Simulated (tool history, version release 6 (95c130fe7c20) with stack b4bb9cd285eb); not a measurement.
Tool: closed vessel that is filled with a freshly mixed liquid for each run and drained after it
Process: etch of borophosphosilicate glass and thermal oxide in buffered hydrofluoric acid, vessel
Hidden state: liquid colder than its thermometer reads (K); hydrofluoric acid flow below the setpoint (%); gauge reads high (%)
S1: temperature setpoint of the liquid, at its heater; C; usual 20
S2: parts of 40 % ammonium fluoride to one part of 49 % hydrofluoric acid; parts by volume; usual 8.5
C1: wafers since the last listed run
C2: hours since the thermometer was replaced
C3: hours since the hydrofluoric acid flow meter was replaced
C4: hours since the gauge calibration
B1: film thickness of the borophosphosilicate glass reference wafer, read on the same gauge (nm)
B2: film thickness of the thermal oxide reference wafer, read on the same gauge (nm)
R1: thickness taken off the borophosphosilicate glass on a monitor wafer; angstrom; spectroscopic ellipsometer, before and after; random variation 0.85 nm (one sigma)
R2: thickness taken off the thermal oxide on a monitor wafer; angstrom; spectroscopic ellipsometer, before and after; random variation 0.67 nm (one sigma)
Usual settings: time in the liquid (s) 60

run 1 hour=0 | S1=23.5 S2=8.5 time_in_the_liquid_(s)=60 | C1=0 C2=1822.5 C3=27.1 C4=589.5 | B1=90 B2=140.01 | R1=1079.1 R2=713.7
run 2 hour=13.3 | S1=20 S2=8.5 time_in_the_liquid_(s)=60 | C1=1564 C2=1835.8 C3=40.4 C4=602.8 | B1=90.03 B2=140.01 | R1=893.5 R2=588.4
-- hour=29.2 gauge calibrated
run 3 hour=30.7 | S1=20 S2=8.5 time_in_the_liquid_(s)=60 | C1=2047 C2=1853.2 C3=57.8 C4=1.5 | B1=89.98 B2=139.97 | R1=876.7 R2=582.7
run 4 hour=43.9 | S1=20 S2=8.5 time_in_the_liquid_(s)=60 | C1=1552 C2=1866.4 C3=71 C4=14.7 | B1=90.02 B2=140.01 | R1=877 R2=582.9
run 5 hour=50.5 | S1=24.5 S2=11 time_in_the_liquid_(s)=80 | C1=776 C2=1873 C3=77.6 C4=21.3 | B1=89.99 B2=139.99 | R1=1200.5 R2=794.2
run 6 hour=58.7 | S1=20 S2=8.5 time_in_the_liquid_(s)=50 | C1=964 C2=1881.2 C3=85.8 C4=29.5 | B1=89.99 B2=140.01 | R1=730 R2=487
run 7 hour=74.9 | S1=20 S2=5.5 time_in_the_liquid_(s)=60 | C1=1905 C2=1897.4 C3=102 C4=45.7 | B1=90.01 B2=140.01 | R1=1354.3 R2=880.9
run 8 hour=85.3 | S1=20 S2=8.5 time_in_the_liquid_(s)=95 | C1=1223 C2=1907.8 C3=112.4 C4=56.1 | B1=90 B2=139.99 | R1=1407.8 R2=921.5
run 9 hour=91.6 | S1=20 S2=8.5 time_in_the_liquid_(s)=90 | C1=741 C2=1914.1 C3=118.7 C4=62.4 | B1=90.01 B2=140.01 | R1=1308.2 R2=879
run 10 hour=106.2 | S1=22.5 S2=8.5 time_in_the_liquid_(s)=35 | C1=1717 C2=1928.7 C3=133.3 C4=77 | B1=90 B2=140 | R1=578.9 R2=392.9
run 11 hour=121.9 | S1=17 S2=10 time_in_the_liquid_(s)=75 | C1=1847 C2=1944.4 C3=149 C4=92.7 | B1=90 B2=140 | R1=813.5 R2=533.6
-- hour=126.7 thermometer replaced
run 12 hour=134.2 | S1=20 S2=8.5 time_in_the_liquid_(s)=60 | C1=1329 C2=7.5 C3=161.3 C4=105 | B1=90 B2=140 | R1=1032.5 R2=690.4
run 13 hour=146.1 | S1=21.5 S2=5 time_in_the_liquid_(s)=60 | C1=1400 C2=19.4 C3=173.2 C4=116.9 | B1=90 B2=140.02 | R1=1851.9 R2=1234.6
run 14 hour=160.8 | S1=20 S2=11.5 time_in_the_liquid_(s)=85 | C1=1729 C2=34.1 C3=187.9 C4=131.6 | B1=90 B2=139.99 | R1=1118 R2=729.5
run 15 hour=172.2 | S1=20 S2=11 time_in_the_liquid_(s)=90 | C1=1341 C2=45.5 C3=199.3 C4=143 | B1=89.99 B2=140 | R1=1242.5 R2=821.6
run 16 hour=184.6 | S1=20 S2=11.5 time_in_the_liquid_(s)=60 | C1=1458 C2=57.9 C3=211.7 C4=155.4 | B1=90 B2=140 | R1=789.5 R2=526.5
run 17 hour=193.6 | S1=18.5 S2=6.5 time_in_the_liquid_(s)=60 | C1=1058 C2=66.9 C3=220.7 C4=164.4 | B1=89.99 B2=139.97 | R1=1253.1 R2=826
run 18 hour=228.3 | S1=17 S2=9.5 time_in_the_liquid_(s)=50 | C1=4082 C2=101.6 C3=255.4 C4=199.1 | B1=90.01 B2=140 | R1=659.5 R2=432.8
run 19 hour=240.9 | S1=17.5 S2=6.5 time_in_the_liquid_(s)=60 | C1=1482 C2=114.2 C3=268 C4=211.7 | B1=90.01 B2=140 | R1=1175.6 R2=778.5
run 20 hour=247.7 | S1=22.5 S2=8.5 time_in_the_liquid_(s)=60 | C1=800 C2=121 C3=274.8 C4=218.5 | B1=89.97 B2=140.04 | R1=1161.2 R2=783.9
run 21 hour=255.4 | S1=20 S2=7.5 time_in_the_liquid_(s)=60 | C1=905 C2=128.7 C3=282.5 C4=226.2 | B1=89.99 B2=140 | R1=1186.2 R2=775.3
run 22 hour=264.5 | S1=20 S2=8.5 time_in_the_liquid_(s)=30 | C1=1070 C2=137.8 C3=291.6 C4=235.3 | B1=90.01 B2=139.97 | R1=515.8 R2=338.4
run 23 hour=273.6 | S1=17 S2=5.5 time_in_the_liquid_(s)=90 | C1=1070 C2=146.9 C3=300.7 C4=244.4 | B1=90.01 B2=140.01 | R1=1973.2 R2=1298
run 24 hour=291.1 | S1=17 S2=6 time_in_the_liquid_(s)=60 | C1=2058 C2=164.4 C3=318.2 C4=261.9 | B1=89.98 B2=140.01 | R1=1222.2 R2=800.8
run 25 hour=302.2 | S1=20 S2=7 time_in_the_liquid_(s)=60 | C1=1305 C2=175.5 C3=329.3 C4=273 | B1=90.02 B2=140.01 | R1=1256.8 R2=833.8
run 26 hour=326.1 | S1=17.5 S2=11.5 time_in_the_liquid_(s)=60 | C1=2811 C2=199.4 C3=353.2 C4=296.9 | B1=90.02 B2=139.97 | R1=663.6 R2=449.2

What the log doesn't show, run by run:
hydrofluoric acid flow below the setpoint (%): 0 in every run
gauge reads high (%): 0 in every run
H1: liquid colder than its thermometer reads (K)
run=1 H1=2.88
run=2 H1=2.9
run=3 H1=2.92
run=4 H1=2.94
run=5 H1=2.95
run=6 H1=2.96
run=7 H1=2.98
run=8 H1=2.99
run=9 H1=3
run=10 H1=3.02
run=11 H1=3.04
run=12 H1=0.0781
run=13 H1=0.0941
run=14 H1=0.114
run=15 H1=0.129
run=16 H1=0.146
run=17 H1=0.158
run=18 H1=0.205
run=19 H1=0.221
run=20 H1=0.231
run=21 H1=0.241
run=22 H1=0.253
run=23 H1=0.265
run=24 H1=0.289
run=25 H1=0.304
run=26 H1=0.336
